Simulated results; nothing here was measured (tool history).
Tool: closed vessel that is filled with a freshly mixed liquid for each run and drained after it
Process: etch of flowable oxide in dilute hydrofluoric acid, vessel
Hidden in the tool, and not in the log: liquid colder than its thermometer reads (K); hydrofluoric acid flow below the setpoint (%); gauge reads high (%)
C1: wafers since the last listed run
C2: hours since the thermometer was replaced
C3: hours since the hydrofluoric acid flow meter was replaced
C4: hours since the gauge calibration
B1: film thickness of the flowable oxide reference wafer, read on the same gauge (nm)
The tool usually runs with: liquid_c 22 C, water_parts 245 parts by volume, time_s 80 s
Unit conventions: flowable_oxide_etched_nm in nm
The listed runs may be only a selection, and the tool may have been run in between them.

{"run": 1, "hour": 0.0, "liquid_c": 22, "water_parts": 245, "time_s": 95, "C1": 0, "C2": 2949.2, "C3": 1777, "C4": 545.3, "B1": 139.94, "flowable_oxide_etched_nm": 6.56}
{"run": 2, "hour": 34.0, "liquid_c": 22, "water_parts": 245, "time_s": 95, "C1": 2495, "C2": 2983.2, "C3": 1811, "C4": 579.3, "B1": 140.04, "flowable_oxide_etched_nm": 6.6}
{"run": 3, "hour": 67.6, "liquid_c": 22, "water_parts": 245, "time_s": 95, "C1": 2466, "C2": 3016.8, "C3": 1844.6, "C4": 612.9, "B1": 140, "flowable_oxide_etched_nm": 6.58}
{"run": 4, "hour": 95.9, "liquid_c": 24.5, "water_parts": 195, "time_s": 80, "C1": 2077, "C2": 3045.1, "C3": 1872.9, "C4": 641.2, "B1": 140.01, "flowable_oxide_etched_nm": 7.98}
{"run": 5, "hour": 116.5, "liquid_c": 22, "water_parts": 150, "time_s": 80, "C1": 1511, "C2": 3065.7, "C3": 1893.5, "C4": 661.8, "B1": 139.99, "flowable_oxide_etched_nm": 9.89}
{"run": 6, "hour": 135.3, "liquid_c": 22, "water_parts": 150, "time_s": 80, "C1": 1379, "C2": 3084.5, "C3": 1912.3, "C4": 680.6, "B1": 140, "flowable_oxide_etched_nm": 9.93}
{"run": 7, "hour": 151.3, "liquid_c": 20.5, "water_parts": 245, "time_s": 80, "C1": 1174, "C2": 3100.5, "C3": 1928.3, "C4": 696.6, "B1": 139.96, "flowable_oxide_etched_nm": 5.19}
{"run": 8, "hour": 181.7, "liquid_c": 20.5, "water_parts": 245, "time_s": 80, "C1": 2231, "C2": 3130.9, "C3": 1958.7, "C4": 727, "B1": 139.99, "flowable_oxide_etched_nm": 5.14}
{"hour": 200.1, "done": "thermometer replaced"}
{"hour": 209.6, "done": "gauge calibrated"}
{"run": 9, "hour": 210.5, "liquid_c": 18.5, "water_parts": 245, "time_s": 65, "C1": 2040, "C2": 10.4, "C3": 1987.5, "C4": 0.9, "B1": 139.96, "flowable_oxide_etched_nm": 4.3}
{"run": 10, "hour": 243.4, "liquid_c": 18.5, "water_parts": 245, "time_s": 65, "C1": 2414, "C2": 43.3, "C3": 2020.4, "C4": 33.8, "B1": 140.01, "flowable_oxide_etched_nm": 4.29}
{"run": 11, "hour": 263.7, "liquid_c": 18.5, "water_parts": 245, "time_s": 65, "C1": 1489, "C2": 63.6, "C3": 2040.7, "C4": 54.1, "B1": 140.01, "flowable_oxide_etched_nm": 4.31}
{"run": 12, "hour": 285.7, "liquid_c": 22, "water_parts": 245, "time_s": 80, "C1": 1614, "C2": 85.6, "C3": 2062.7, "C4": 76.1, "B1": 139.98, "flowable_oxide_etched_nm": 6}
{"run": 13, "hour": 312.1, "liquid_c": 22, "water_parts": 245, "time_s": 80, "C1": 1937, "C2": 112, "C3": 2089.1, "C4": 102.5, "B1": 140.04, "flowable_oxide_etched_nm": 6}
{"run": 14, "hour": 334.2, "liquid_c": 22, "water_parts": 245, "time_s": 80, "C1": 1622, "C2": 134.1, "C3": 2111.2, "C4": 124.6, "B1": 140.05, "flowable_oxide_etched_nm": 5.96}
{"run": 15, "hour": 360.6, "liquid_c": 19.5, "water_parts": 245, "time_s": 80, "C1": 1937, "C2": 160.5, "C3": 2137.6, "C4": 151, "B1": 140.03, "flowable_oxide_etched_nm": 5.42}
{"run": 16, "hour": 382.7, "liquid_c": 22, "water_parts": 245, "time_s": 95, "C1": 1622, "C2": 182.6, "C3": 2159.7, "C4": 173.1, "B1": 140.02, "flowable_oxide_etched_nm": 7.05}
{"run": 17, "hour": 413.5, "liquid_c": 22, "water_parts": 170, "time_s": 80, "C1": 2260, "C2": 213.4, "C3": 2190.5, "C4": 203.9, "B1": 139.98, "flowable_oxide_etched_nm": 9.29}
{"hour": 422.2, "done": "hydrofluoric acid flow meter replaced"}
{"run": 18, "hour": 428.0, "liquid_c": 22, "water_parts": 245, "time_s": 95, "C1": 990, "C2": 227.9, "C3": 5.8, "C4": 218.4, "B1": 140.01, "flowable_oxide_etched_nm": 8.29}
{"run": 19, "hour": 440.3, "liquid_c": 22, "water_parts": 245, "time_s": 80, "C1": 902, "C2": 240.2, "C3": 18.1, "C4": 230.7, "B1": 140, "flowable_oxide_etched_nm": 7}
{"run": 20, "hour": 465.2, "liquid_c": 27, "water_parts": 245, "time_s": 130, "C1": 1827, "C2": 265.1, "C3": 43, "C4": 255.6, "B1": 140.02, "flowable_oxide_etched_nm": 13.58}
{"run": 21, "hour": 498.0, "liquid_c": 19, "water_parts": 245, "time_s": 130, "C1": 2407, "C2": 297.9, "C3": 75.8, "C4": 288.4, "B1": 140.02, "flowable_oxide_etched_nm": 10.05}
{"run": 22, "hour": 519.1, "liquid_c": 22, "water_parts": 245, "time_s": 65, "C1": 1548, "C2": 319, "C3": 96.9, "C4": 309.5, "B1": 140.01, "flowable_oxide_etched_nm": 5.63}
{"run": 23, "hour": 537.3, "liquid_c": 22, "water_parts": 365, "time_s": 80, "C1": 1335, "C2": 337.2, "C3": 115.1, "C4": 327.7, "B1": 140.03, "flowable_oxide_etched_nm": 4.16}
{"run": 24, "hour": 553.2, "liquid_c": 22, "water_parts": 160, "time_s": 40, "C1": 1166, "C2": 353.1, "C3": 131, "C4": 343.6, "B1": 139.97, "flowable_oxide_etched_nm": 5.75}
{"run": 25, "hour": 583.8, "liquid_c": 18, "water_parts": 300, "time_s": 45, "C1": 2245, "C2": 383.7, "C3": 161.6, "C4": 374.2, "B1": 140.01, "flowable_oxide_etched_nm": 2.59}
{"run": 26, "hour": 596.3, "liquid_c": 22, "water_parts": 245, "time_s": 80, "C1": 917, "C2": 396.2, "C3": 174.1, "C4": 386.7, "B1": 140.04, "flowable_oxide_etched_nm": 6.84}
{"run": 27, "hour": 608.9, "liquid_c": 22, "water_parts": 245, "time_s": 80, "C1": 924, "C2": 408.8, "C3": 186.7, "C4": 399.3, "B1": 140, "flowable_oxide_etched_nm": 6.88}
{"run": 28, "hour": 629.5, "liquid_c": 17, "water_parts": 245, "time_s": 95, "C1": 1511, "C2": 429.4, "C3": 207.3, "C4": 419.9, "B1": 140, "flowable_oxide_etched_nm": 6.73}
{"run": 29, "hour": 658.5, "liquid_c": 24.5, "water_parts": 245, "time_s": 80, "C1": 2128, "C2": 458.4, "C3": 236.3, "C4": 448.9, "B1": 139.97, "flowable_oxide_etched_nm": 7.46}

Predict each of these 4 candidate next runs independently; none follows another, all start after run 29:
{"run": "A", "hour": 659.2, "liquid_c": 17, "water_parts": 245, "time_s": 80, "C1": 51, "C2": 459.1, "C3": 237, "C4": 449.6, "B1": "?", "flowable_oxide_etched_nm": "?"}
{"run": "B", "hour": 659.2, "liquid_c": 26.5, "water_parts": 245, "time_s": 80, "C1": 51, "C2": 459.1, "C3": 237, "C4": 449.6, "B1": "?", "flowable_oxide_etched_nm": "?"}
{"run": "C", "hour": 659.2, "liquid_c": 19, "water_parts": 330, "time_s": 45, "C1": 51, "C2": 459.1, "C3": 237, "C4": 449.6, "B1": "?", "flowable_oxide_etched_nm": "?"}
{"run": "D", "hour": 659.2, "liquid_c": 22, "water_parts": 180, "time_s": 95, "C1": 51, "C2": 459.1, "C3": 237, "C4": 449.6, "B1": "?", "flowable_oxide_etched_nm": "?"}

run=A B1=140.01 flowable_oxide_etched_nm=5.63
run=B B1=140.01 flowable_oxide_etched_nm=8
run=C B1=140.01 flowable_oxide_etched_nm=2.36
run=D B1=140.01 flowable_oxide_etched_nm=11.75
With no hidden state in the tool, these same runs would have given:
run=A flowable_oxide_etched_nm=5.88
run=B flowable_oxide_etched_nm=8.35
run=C flowable_oxide_etched_nm=2.46
run=D flowable_oxide_etched_nm=12.28
